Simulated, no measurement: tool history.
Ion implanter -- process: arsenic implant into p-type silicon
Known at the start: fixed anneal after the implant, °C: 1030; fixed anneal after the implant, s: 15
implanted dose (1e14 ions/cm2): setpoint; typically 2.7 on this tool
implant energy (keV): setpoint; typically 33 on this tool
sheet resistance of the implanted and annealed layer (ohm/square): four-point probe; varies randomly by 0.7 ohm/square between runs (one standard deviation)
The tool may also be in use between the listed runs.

run,hour,implanted dose (1e14 ions/cm2),implant energy (keV),"read-back reference wafer on the same gauge, sheet resistance",sheet resistance of the implanted and annealed layer (ohm/square)
1,0,2.7,33,328.9,351.1
2,12.4,2.7,33,328.61,351.75
3,27.1,2.7,33,328.95,349.87
4,46.6,2.7,39.5,329.1,340.79
5,54.8,2.7,39.5,328.9,340.73
6,70.8,2.7,28,329.16,359.09
7,79.8,2.7,28,329.03,359.77
8,90,2.7,28,329.07,358.72
9,106.8,2.7,33,329.1,349.83
10,114.2,2.7,33,329.07,351.25
11,130.3,2.1,33,328.75,422.19
12,144.8,2.1,33,328.96,423.88
13,155.7,2.1,33,328.93,422.94
# hour 178.6: extraction supply calibrated
14,179.1,3.22,28.5,329.28,315.24
# hour 181.7: gauge calibrated
15,185.9,2.7,33,328.9,351.94
16,195.9,2.49,28,328.74,383.31
# hour 209.6: Faraday cup replaced and dose calibrated
17,210.1,2.7,33,328.74,358.95
18,221,3.31,25,329.03,320.67
19,236.7,1.99,27,328.75,464.19
# hour 251.8: Faraday cup replaced and dose calibrated, repeated, since the last time left the tool worse
20,252.3,2.7,33,328.78,342.09
21,265.9,3.46,22,328.99,300.17
22,282,2.91,38.5,328.75,316.25
23,294.1,3.04,33,328.98,313.22
24,317.6,2.7,38,328.77,335.74
25,325.2,2.98,24.5,329.1,331.25
26,340.5,2.17,26.5,328.74,417.07

Consider 5 possible next runs. They are alternatives, not a sequence: every one starts from the tool as it was left by run 26. What does each give?
A,340.9,2.7,33,?,?
B,340.9,2.7,36.5,?,?
C,340.9,2.7,24.5,?,?
D,340.9,3.1,39,?,?
E,340.9,2.7,22,?,?

run,"read-back reference wafer on the same gauge, sheet resistance",sheet resistance of the implanted and annealed layer (ohm/square)
A,329.09,342.48
B,329.09,337.54
C,329.09,356.99
D,329.09,301.41
E,329.09,362.13
Stripped of hidden state, with their random variation kept, the same runs would have yielded:
run,sheet resistance of the implanted and annealed layer (ohm/square)
A,342.78
B,337.84
C,357.32
D,301.68
E,362.46

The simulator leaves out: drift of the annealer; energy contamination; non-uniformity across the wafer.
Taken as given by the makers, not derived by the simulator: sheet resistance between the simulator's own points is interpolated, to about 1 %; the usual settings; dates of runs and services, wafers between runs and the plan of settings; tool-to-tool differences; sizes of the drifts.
